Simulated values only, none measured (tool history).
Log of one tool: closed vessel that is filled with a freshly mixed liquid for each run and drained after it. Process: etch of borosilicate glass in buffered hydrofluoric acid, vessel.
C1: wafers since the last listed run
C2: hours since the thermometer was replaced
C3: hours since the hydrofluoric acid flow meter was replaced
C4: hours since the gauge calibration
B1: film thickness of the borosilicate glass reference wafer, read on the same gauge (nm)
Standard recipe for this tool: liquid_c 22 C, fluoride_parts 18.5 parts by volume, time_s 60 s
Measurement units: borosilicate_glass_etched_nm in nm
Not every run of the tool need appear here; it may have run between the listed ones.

{"run": 1, "day": 0.0, "liquid_c": 25.5, "fluoride_parts": 18.5, "time_s": 60, "C1": 0, "C2": 1671, "C3": 1439.4, "C4": 676.7, "B1": 30, "borosilicate_glass_etched_nm": 48.1}
{"run": 2, "day": 1.846, "liquid_c": 25.5, "fluoride_parts": 18.5, "time_s": 60, "C1": 2791, "C2": 1715.3, "C3": 1483.7, "C4": 721, "B1": 30.01, "borosilicate_glass_etched_nm": 49}
{"run": 3, "day": 4.092, "liquid_c": 21, "fluoride_parts": 18.5, "time_s": 60, "C1": 3395, "C2": 1769.2, "C3": 1537.6, "C4": 774.9, "B1": 30.02, "borosilicate_glass_etched_nm": 38.29}
{"run": 4, "day": 6.958, "liquid_c": 21, "fluoride_parts": 18.5, "time_s": 60, "C1": 4334, "C2": 1838, "C3": 1606.4, "C4": 843.7, "B1": 30.01, "borosilicate_glass_etched_nm": 38.83}
{"run": 5, "day": 9.4, "liquid_c": 21, "fluoride_parts": 18.5, "time_s": 60, "C1": 3692, "C2": 1896.6, "C3": 1665, "C4": 902.3, "B1": 30, "borosilicate_glass_etched_nm": 38.83}
{"run": 6, "day": 12.329, "liquid_c": 22, "fluoride_parts": 18.5, "time_s": 85, "C1": 4429, "C2": 1966.9, "C3": 1735.3, "C4": 972.6, "B1": 30, "borosilicate_glass_etched_nm": 58.17}
{"run": 7, "day": 15.308, "liquid_c": 22, "fluoride_parts": 18.5, "time_s": 85, "C1": 4504, "C2": 2038.4, "C3": 1806.8, "C4": 1044.1, "B1": 29.99, "borosilicate_glass_etched_nm": 58.25}
{"run": 8, "day": 17.679, "liquid_c": 25, "fluoride_parts": 18.5, "time_s": 50, "C1": 3584, "C2": 2095.3, "C3": 1863.7, "C4": 1101, "B1": 30.03, "borosilicate_glass_etched_nm": 40.4}
{"run": 9, "day": 20.488, "liquid_c": 22, "fluoride_parts": 18.5, "time_s": 60, "C1": 4246, "C2": 2162.7, "C3": 1931.1, "C4": 1168.4, "B1": 30.01, "borosilicate_glass_etched_nm": 41.62}
{"run": 10, "day": 21.983, "liquid_c": 22, "fluoride_parts": 18.5, "time_s": 60, "C1": 2261, "C2": 2198.6, "C3": 1967, "C4": 1204.3, "B1": 30.01, "borosilicate_glass_etched_nm": 41.33}
{"day": 23.254, "done": "hydrofluoric acid flow meter replaced"}
{"run": 11, "day": 23.312, "liquid_c": 22, "fluoride_parts": 13, "time_s": 60, "C1": 1946, "C2": 2230.5, "C3": 1.4, "C4": 1236.2, "B1": 30.02, "borosilicate_glass_etched_nm": 53.33}
{"run": 12, "day": 26.283, "liquid_c": 23.5, "fluoride_parts": 18.5, "time_s": 95, "C1": 4492, "C2": 2301.8, "C3": 72.7, "C4": 1307.5, "B1": 29.98, "borosilicate_glass_etched_nm": 64.75}
{"run": 13, "day": 28.442, "liquid_c": 26, "fluoride_parts": 18.5, "time_s": 60, "C1": 3263, "C2": 2353.6, "C3": 124.5, "C4": 1359.3, "B1": 30.04, "borosilicate_glass_etched_nm": 47.28}
{"run": 14, "day": 29.975, "liquid_c": 19.5, "fluoride_parts": 24, "time_s": 60, "C1": 2318, "C2": 2390.4, "C3": 161.3, "C4": 1396.1, "B1": 30, "borosilicate_glass_etched_nm": 26.65}
{"day": 30.358, "done": "gauge calibrated"}
{"run": 15, "day": 31.708, "liquid_c": 18, "fluoride_parts": 18.5, "time_s": 75, "C1": 2621, "C2": 2432, "C3": 202.9, "C4": 32.4, "B1": 30.03, "borosilicate_glass_etched_nm": 38.11}
{"run": 16, "day": 33.521, "liquid_c": 25, "fluoride_parts": 18.5, "time_s": 60, "C1": 2740, "C2": 2475.5, "C3": 246.4, "C4": 75.9, "B1": 30, "borosilicate_glass_etched_nm": 44.26}
{"run": 17, "day": 35.608, "liquid_c": 22, "fluoride_parts": 18.5, "time_s": 60, "C1": 3156, "C2": 2525.6, "C3": 296.5, "C4": 126, "B1": 30, "borosilicate_glass_etched_nm": 38.52}
{"run": 18, "day": 38.05, "liquid_c": 25.5, "fluoride_parts": 14.5, "time_s": 60, "C1": 3692, "C2": 2584.2, "C3": 355.1, "C4": 184.6, "B1": 30.01, "borosilicate_glass_etched_nm": 59.12}
{"day": 39.592, "done": "thermometer replaced"}
{"run": 19, "day": 39.775, "liquid_c": 22, "fluoride_parts": 22, "time_s": 50, "C1": 2545, "C2": 4.4, "C3": 396.5, "C4": 226, "B1": 29.99, "borosilicate_glass_etched_nm": 27.51}
{"run": 20, "day": 42.271, "liquid_c": 22, "fluoride_parts": 18.5, "time_s": 60, "C1": 3774, "C2": 64.3, "C3": 456.4, "C4": 285.9, "B1": 29.98, "borosilicate_glass_etched_nm": 38.52}
{"run": 21, "day": 43.333, "liquid_c": 22, "fluoride_parts": 18.5, "time_s": 70, "C1": 1606, "C2": 89.8, "C3": 481.9, "C4": 311.4, "B1": 29.99, "borosilicate_glass_etched_nm": 45.14}
{"run": 22, "day": 44.4, "liquid_c": 24, "fluoride_parts": 16.5, "time_s": 35, "C1": 1612, "C2": 115.4, "C3": 507.5, "C4": 337, "B1": 30.01, "borosilicate_glass_etched_nm": 28.22}
{"run": 23, "day": 46.096, "liquid_c": 26.5, "fluoride_parts": 24, "time_s": 40, "C1": 2564, "C2": 156.1, "C3": 548.2, "C4": 377.7, "B1": 30, "borosilicate_glass_etched_nm": 26.78}
{"run": 24, "day": 48.246, "liquid_c": 19.5, "fluoride_parts": 16, "time_s": 60, "C1": 3251, "C2": 207.7, "C3": 599.8, "C4": 429.3, "B1": 29.98, "borosilicate_glass_etched_nm": 39.08}
{"run": 25, "day": 50.871, "liquid_c": 22, "fluoride_parts": 23.5, "time_s": 60, "C1": 3969, "C2": 270.7, "C3": 662.8, "C4": 492.3, "B1": 30.01, "borosilicate_glass_etched_nm": 31.97}
{"run": 26, "day": 51.929, "liquid_c": 24, "fluoride_parts": 18.5, "time_s": 80, "C1": 1600, "C2": 296.1, "C3": 688.2, "C4": 517.7, "B1": 30, "borosilicate_glass_etched_nm": 57.57}
{"run": 27, "day": 53.983, "liquid_c": 22, "fluoride_parts": 18.5, "time_s": 75, "C1": 3106, "C2": 345.4, "C3": 737.5, "C4": 567, "B1": 30, "borosilicate_glass_etched_nm": 48.87}
{"run": 28, "day": 55.108, "liquid_c": 22, "fluoride_parts": 18.5, "time_s": 60, "C1": 1701, "C2": 372.4, "C3": 764.5, "C4": 594, "B1": 30.02, "borosilicate_glass_etched_nm": 39.06}
{"run": 29, "day": 57.65, "liquid_c": 18, "fluoride_parts": 18.5, "time_s": 70, "C1": 3843, "C2": 433.4, "C3": 825.5, "C4": 655, "B1": 30, "borosilicate_glass_etched_nm": 37.22}
{"run": 30, "day": 59.896, "liquid_c": 22, "fluoride_parts": 25.5, "time_s": 45, "C1": 3395, "C2": 487.3, "C3": 879.4, "C4": 708.9, "B1": 29.98, "borosilicate_glass_etched_nm": 22.72}
{"run": 31, "day": 62.079, "liquid_c": 22, "fluoride_parts": 18.5, "time_s": 60, "C1": 3301, "C2": 539.7, "C3": 931.8, "C4": 761.3, "B1": 29.99, "borosilicate_glass_etched_nm": 39.49}
{"run": 32, "day": 64.008, "liquid_c": 19, "fluoride_parts": 15.5, "time_s": 60, "C1": 2917, "C2": 586, "C3": 978.1, "C4": 807.6, "B1": 29.99, "borosilicate_glass_etched_nm": 40.56}

Some steps in borosilicate_glass_etched_nm, run to run, broken into two amounts with sign: the step expected even without the hidden condition (settings, incoming material, random variation), and the rest, left for the hidden condition together with whatever gauge scatter is not in both the measured and the hidden-condition-free result:
What the log doesn't record here: liquid hotter than its thermometer reads (K); hydrofluoric acid flow above the setpoint (%); gauge reads high (%).
Run 5 -> 6: liquid_c 21 -> 22, time_s 60 -> 85. borosilicate_glass_etched_nm +19.34 nm: hidden state +1.63, all else +17.71.
Run 7 -> 8: liquid_c 22 -> 25, time_s 85 -> 50. borosilicate_glass_etched_nm -17.85 nm: hidden state -1.37, all else -16.48.
Run 10 -> 11: fluoride_parts 18.5 -> 13, hydrofluoric acid flow meter replaced. borosilicate_glass_etched_nm +12 nm: hidden state -3.53, all else +15.53.
Run 13 -> 14: liquid_c 26 -> 19.5, fluoride_parts 18.5 -> 24. borosilicate_glass_etched_nm -20.63 nm: hidden state -0.19, all else -20.44.
Run 18 -> 19: liquid_c 25.5 -> 22, fluoride_parts 14.5 -> 22, time_s 60 -> 50, thermometer replaced. borosilicate_glass_etched_nm -31.61 nm: hidden state -0.71, all else -30.9.
Run 25 -> 26: liquid_c 22 -> 24, fluoride_parts 23.5 -> 18.5, time_s 60 -> 80. borosilicate_glass_etched_nm +25.6 nm: hidden state +1.21, all else +24.39.
